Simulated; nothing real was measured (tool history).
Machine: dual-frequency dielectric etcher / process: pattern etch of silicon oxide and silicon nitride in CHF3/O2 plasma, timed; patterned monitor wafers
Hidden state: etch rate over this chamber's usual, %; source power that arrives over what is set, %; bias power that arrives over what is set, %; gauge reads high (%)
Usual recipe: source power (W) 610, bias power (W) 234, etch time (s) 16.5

run,hour,source power (W),bias power (W),etch time (s),wafers since the last listed run,hours since the last wet clean,hours since the last source power generator calibration,hours since the last bias power generator calibration,hours since the last upper electrode change,hours since the gauge calibration,"read-back reference wafer on the same gauge, depth_nm",mean etch depth across the wafer (angstrom)
1,0.0,610,234,16.5,0,40.7,2196.4,1551.8,1206.5,608.0,30.71,262.1
2,92.3,610,234,16.5,1486,133.0,2288.7,1644.1,1298.8,700.3,30.68,262.9
3,153.9,610,234,16.5,992,194.6,2350.3,1705.7,1360.4,761.9,30.67,263.1
4,206.1,610,234,16.5,840,246.8,2402.5,1757.9,1412.6,814.1,30.67,265.3
5,302.7,610,234,14.5,1555,343.4,2499.1,1854.5,1509.2,910.7,30.70,232.6
6,353.2,610,234,14.5,813,393.9,2549.6,1905.0,1559.7,961.2,30.67,230.5
# hour 382.3: wet clean of the chamber
7,446.1,610,234,14.5,1109,63.8,2642.5,1997.9,1652.6,1054.1,30.68,232.0
8,493.1,610,234,16.5,757,110.8,2689.5,2044.9,1699.6,1101.1,30.71,264.1
9,551.6,610,234,16.5,942,169.3,2748.0,2103.4,1758.1,1159.6,30.71,265.6
10,632.0,610,234,16.5,1294,249.7,2828.4,2183.8,1838.5,1240.0,30.71,262.9
11,706.6,610,234,18.5,1201,324.3,2903.0,2258.4,1913.1,1314.6,30.70,294.9
# hour 723.8: bias power generator calibrated
# hour 773.4: gauge calibrated
12,806.7,610,234,16.5,1547,424.4,3003.1,82.9,2013.2,33.3,30.69,262.1
# hour 864.6: wet clean of the chamber
13,865.1,610,234,16.5,554,0.5,3061.5,141.3,2071.6,91.7,30.73,264.0
14,910.2,520,234,16.5,726,45.6,3106.6,186.4,2116.7,136.8,30.71,243.2
15,968.1,750,271,15.0,932,103.5,3164.5,244.3,2174.6,194.7,30.69,273.4
16,1066.2,750,271,15.0,1580,201.6,3262.6,342.4,2272.7,292.8,30.68,274.6
17,1120.3,750,271,15.0,871,255.7,3316.7,396.5,2326.8,346.9,30.73,271.4
# hour 1196.9: source power generator calibrated
18,1226.9,490,266,14.5,1652,362.3,30.0,503.1,2433.4,453.5,30.72,216.7
# hour 1310.5: upper electrode replaced
# hour 1359.0: wet clean of the chamber
19,1359.5,610,234,21.0,1362,0.5,162.6,635.7,49.0,586.1,30.70,334.1
20,1598.7,730,288,12.0,3852,239.7,401.8,874.9,288.2,825.3,30.67,219.1
21,1677.8,510,178,11.5,1274,318.8,480.9,954.0,367.3,904.4,30.68,157.7
22,1767.7,470,234,16.5,1447,408.7,570.8,1043.9,457.2,994.3,30.70,233.7
# hour 1817.6: wet clean of the chamber
23,1828.6,610,234,19.5,594,11.0,631.7,1104.8,518.1,1055.2,30.70,313.4

List, for all runs, the conditions of the tool that the log does not record:
etch rate over this chamber's usual, %: 0 on each run
source power that arrives over what is set, %: 0 on each run
bias power that arrives over what is set, %: 0 on each run
gauge reads high (%): 0 on each run

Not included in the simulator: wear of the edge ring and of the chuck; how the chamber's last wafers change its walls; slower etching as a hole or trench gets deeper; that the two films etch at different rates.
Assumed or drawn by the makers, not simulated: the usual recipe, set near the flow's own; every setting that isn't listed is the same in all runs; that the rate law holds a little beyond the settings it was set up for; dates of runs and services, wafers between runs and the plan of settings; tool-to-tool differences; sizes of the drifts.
